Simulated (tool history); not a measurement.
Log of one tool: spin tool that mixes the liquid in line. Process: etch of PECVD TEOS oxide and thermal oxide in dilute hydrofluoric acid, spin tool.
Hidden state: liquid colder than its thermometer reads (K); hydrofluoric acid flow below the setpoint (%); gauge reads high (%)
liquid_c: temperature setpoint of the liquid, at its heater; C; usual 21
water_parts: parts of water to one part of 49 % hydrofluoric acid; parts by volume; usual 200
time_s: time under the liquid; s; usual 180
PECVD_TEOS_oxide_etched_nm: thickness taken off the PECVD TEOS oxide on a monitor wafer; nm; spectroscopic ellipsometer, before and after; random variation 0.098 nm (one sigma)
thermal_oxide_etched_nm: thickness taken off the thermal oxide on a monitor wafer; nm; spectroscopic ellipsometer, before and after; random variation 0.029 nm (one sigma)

run    hour  liquid_c  water_parts  time_s  wafers since the last listed run  hours since the thermometer was replaced  hours since the hydrofluoric acid flow meter was replaced  hours since the gauge calibration  read-back film thickness of the PECVD TEOS oxide reference wafer, read on the same gauge (nm)  read-back film thickness of the thermal oxide reference wafer, read on the same gauge (nm)  PECVD_TEOS_oxide_etched_nm  thermal_oxide_etched_nm
  1       0        21          200     180                                 0                                    1100.7                                                     1554.3                              577.2                                                                                            150                                                                                      89.979                       10.41                    3.135
       12.2  -- gauge calibrated
  2    29.8        21          200     240                               215                                    1130.5                                                     1584.1                               17.6                                                                                         149.98                                                                                      90.031                       13.74                    4.199
  3    98.5        21          200     240                               497                                    1199.2                                                     1652.8                               86.3                                                                                         150.02                                                                                      90.016                       13.51                    4.147
  4   138.4        21          200     180                               288                                    1239.1                                                     1692.7                              126.2                                                                                         150.01                                                                                      90.006                       10.17                     3.17
  5   192.8        24          200     180                               393                                    1293.5                                                     1747.1                              180.6                                                                                         149.99                                                                                      89.985                       11.72                    3.474
  6   236.5        24          200     180                               316                                    1337.2                                                     1790.8                              224.3                                                                                         149.99                                                                                      90.015                       11.58                    3.535
  7   298.6        24          200     180                               449                                    1399.3                                                     1852.9                              286.4                                                                                         150.01                                                                                      89.996                       11.38                    3.484
  8     493      23.5          200     250                              1407                                    1593.7                                                     2047.3                              480.8                                                                                         150.01                                                                                      90.012                        15.3                    4.663
  9   521.7        21          200     115                               207                                    1622.4                                                       2076                              509.5                                                                                         150.03                                                                                      90.023                        6.49                     1.99
      531.7  -- gauge calibrated
      549.3  -- thermometer replaced
 10   551.6        21          200     115                               209                                       2.3                                                     2105.9                               19.9                                                                                         150.03                                                                                      90.019                        7.05                    2.163
 11   583.6        21          200     115                               231                                      34.3                                                     2137.9                               51.9                                                                                         149.98                                                                                      89.992                        7.09                    2.156
 12   625.4      24.5          270     110                               302                                      76.1                                                     2179.7                               93.7                                                                                         149.99                                                                                      90.034                        5.25                    1.619
 13   696.1      24.5          135     100                               511                                     146.8                                                     2250.4                              164.4                                                                                         149.96                                                                                      90.004                       11.05                    3.389
 14   729.6        19          260      70                               242                                     180.3                                                     2283.9                              197.9                                                                                         149.99                                                                                          90                         2.9                    0.872
      754.4  -- hydrofluoric acid flow meter replaced
 15   764.3        18          135     210                               243                                       215                                                        9.9                              232.6                                                                                         149.98                                                                                      90.004                       18.18                    5.386
 16   810.3        21          200      85                               332                                       261                                                       55.9                              278.6                                                                                         150.01                                                                                      90.015                        5.12                    1.597
 17   865.7      24.5          135     100                               400                                     316.4                                                      111.3                                334                                                                                            150                                                                                      90.015                       10.85                    3.356
 18   895.5        21          145     180                               215                                     346.2                                                      141.1                              363.8                                                                                         149.99                                                                                      89.976                       15.79                    4.887
 19   934.4      23.5          200     250                               281                                     385.1                                                        180                              402.7                                                                                         150.03                                                                                      90.021                       16.35                    5.018
 20   969.4        21          200     130                               253                                     420.1                                                        215                              437.7                                                                                         150.02                                                                                      90.001                        7.87                    2.378
 21    1022        24          135     115                               380                                     472.7                                                      267.6                              490.3                                                                                         149.99                                                                                      89.997                        12.2                    3.738
 22  1077.8        21          200     180                               403                                     528.5                                                      323.4                              546.1                                                                                         150.02                                                                                      90.004                       10.77                    3.291

The same runs without the tool's hidden state, with the same run-to-run variation:
run  PECVD_TEOS_oxide_etched_nm  thermal_oxide_etched_nm
  1                       11.17                    3.365
  2                       14.77                    4.514
  3                       14.58                    4.474
  4                          11                    3.429
  5                       12.68                     3.76
  6                       12.56                    3.834
  7                       12.39                    3.791
  8                       16.83                    5.131
  9                        7.18                    2.199
 10                        7.08                    2.172
 11                        7.13                    2.168
 12                        5.29                    1.631
 13                       11.18                     3.43
 14                        2.94                    0.884
 15                       18.48                    5.477
 16                        5.21                    1.627
 17                       11.09                    3.429
 18                       16.17                    5.005
 19                       16.76                    5.143
 20                        8.09                    2.444
 21                       12.57                    3.853
 22                       11.14                    3.401
